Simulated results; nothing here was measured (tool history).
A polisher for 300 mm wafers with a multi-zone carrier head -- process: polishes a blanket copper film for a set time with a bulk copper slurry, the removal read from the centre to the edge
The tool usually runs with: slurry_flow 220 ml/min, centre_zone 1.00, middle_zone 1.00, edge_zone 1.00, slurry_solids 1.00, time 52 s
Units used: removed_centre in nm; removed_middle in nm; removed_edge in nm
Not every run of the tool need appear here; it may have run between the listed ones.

| run | hour | slurry_flow | centre_zone | middle_zone | edge_zone | slurry_solids | time | wafers since the last listed run | wafers polished on this pad | hours since the slurry nozzle was cleaned | hours since the centre zone pressure was calibrated | hours since the edge zone pressure was calibrated | hours since the carrier head's membrane was replaced | incoming thickness of the incoming film, nm | removed_centre | removed_middle | removed_edge |
|---|---|---|---|---|---|---|---|---|---|---|---|---|---|---|---|---|---|
| 1 | 0.0 | 220 | 1.00 | 1.00 | 1.00 | 1.00 | 52 | 0 | 883 | 762.9 | 65.0 | 204.3 | 2.4 | 3434.4 | 332.0 | 316.2 | 321.4 |
|  | 22.7 | slurry nozzle cleaned |
| 2 | 47.9 | 220 | 1.00 | 1.00 | 1.00 | 1.00 | 52 | 685 | 1568 | 25.2 | 112.9 | 252.2 | 50.3 | 3399.5 | 325.2 | 314.6 | 319.0 |
| 3 | 95.5 | 220 | 1.00 | 1.00 | 1.00 | 1.00 | 52 | 695 | 2264 | 72.8 | 160.5 | 299.8 | 97.9 | 3524.1 | 327.6 | 316.7 | 327.1 |
| 4 | 144.3 | 220 | 1.00 | 1.00 | 1.00 | 1.00 | 52 | 713 | 2978 | 121.6 | 209.3 | 348.6 | 146.7 | 3534.0 | 323.7 | 320.4 | 320.9 |
|  | 171.7 | edge zone pressure recalibrated |
| 5 | 203.0 | 220 | 1.00 | 1.00 | 0.95 | 1.00 | 56 | 828 | 3807 | 180.3 | 268.0 | 31.3 | 205.4 | 3456.2 | 353.1 | 337.6 | 336.7 |
| 6 | 267.5 | 220 | 1.00 | 1.00 | 1.00 | 1.00 | 52 | 942 | 4750 | 244.8 | 332.5 | 95.8 | 269.9 | 3487.8 | 329.5 | 317.4 | 326.2 |
|  | 308.0 | centre zone pressure recalibrated |
|  | 311.1 | worn pad replaced by a new one |
| 7 | 311.6 | 220 | 0.96 | 1.08 | 1.00 | 0.80 | 35 | 569 | 6 | 288.9 | 3.6 | 139.9 | 314.0 | 3455.8 | 197.9 | 216.9 | 202.2 |
| 8 | 371.7 | 220 | 1.00 | 1.00 | 1.00 | 1.00 | 52 | 878 | 885 | 349.0 | 63.7 | 200.0 | 374.1 | 3496.2 | 330.5 | 316.7 | 320.4 |
| 9 | 399.4 | 220 | 1.00 | 1.00 | 0.92 | 1.00 | 52 | 404 | 1290 | 376.7 | 91.4 | 227.7 | 401.8 | 3439.5 | 325.5 | 312.0 | 306.7 |
| 10 | 469.3 | 220 | 1.00 | 1.04 | 1.00 | 1.00 | 43 | 1021 | 2312 | 446.6 | 161.3 | 297.6 | 471.7 | 3433.9 | 279.3 | 273.9 | 267.9 |
|  | 519.7 | edge zone pressure recalibrated |
| 11 | 520.0 | 220 | 0.91 | 1.00 | 1.00 | 1.00 | 52 | 711 | 3024 | 497.3 | 212.0 | 0.3 | 522.4 | 3486.7 | 296.0 | 324.5 | 327.7 |
| 12 | 571.5 | 220 | 1.00 | 1.00 | 1.00 | 1.00 | 52 | 752 | 3777 | 548.8 | 263.5 | 51.8 | 573.9 | 3464.4 | 326.4 | 321.6 | 325.7 |
|  | 607.9 | worn pad replaced by a new one |
| 13 | 628.4 | 220 | 1.10 | 1.00 | 0.94 | 1.00 | 52 | 773 | 299 | 605.7 | 320.4 | 108.7 | 630.8 | 3440.3 | 364.4 | 315.2 | 315.5 |
|  | 659.3 | centre zone pressure recalibrated |
| 14 | 667.2 | 220 | 1.00 | 1.08 | 1.00 | 1.00 | 52 | 537 | 837 | 644.5 | 7.9 | 147.5 | 669.6 | 3467.7 | 329.3 | 336.3 | 330.5 |
|  | 686.1 | slurry nozzle cleaned |
| 15 | 729.3 | 255 | 1.00 | 1.00 | 1.00 | 0.85 | 65 | 893 | 1730 | 43.2 | 70.0 | 209.6 | 731.7 | 3436.2 | 400.7 | 385.2 | 395.0 |
| 16 | 766.4 | 180 | 1.00 | 1.00 | 1.00 | 0.75 | 68 | 542 | 2273 | 80.3 | 107.1 | 246.7 | 768.8 | 3420.2 | 388.4 | 367.2 | 378.8 |
| 17 | 794.3 | 220 | 1.00 | 1.00 | 1.00 | 0.70 | 52 | 407 | 2680 | 108.2 | 135.0 | 274.6 | 796.7 | 3466.0 | 298.8 | 286.1 | 292.5 |
| 18 | 838.0 | 220 | 1.00 | 1.00 | 1.00 | 0.75 | 46 | 638 | 3319 | 151.9 | 178.7 | 318.3 | 840.4 | 3452.9 | 268.5 | 259.4 | 266.9 |

Run 19 is up next; what results do you expect?
|  | 853.0 | edge zone pressure recalibrated |
| 19 | 902.1 | 170 | 1.04 | 1.00 | 1.00 | 1.00 | 59 | 907 | 4227 | 216.0 | 242.8 | 49.1 | 904.5 | 3460.4 | ? | ? | ? |

{"run 19": {"removed_centre": 358.2, "removed_middle": 342.0, "removed_edge": 359.3}}
With no hidden state in the tool, this same run would have given removed_centre 358.2 nm, removed_middle 342.0 nm, removed_edge 359.3 nm.
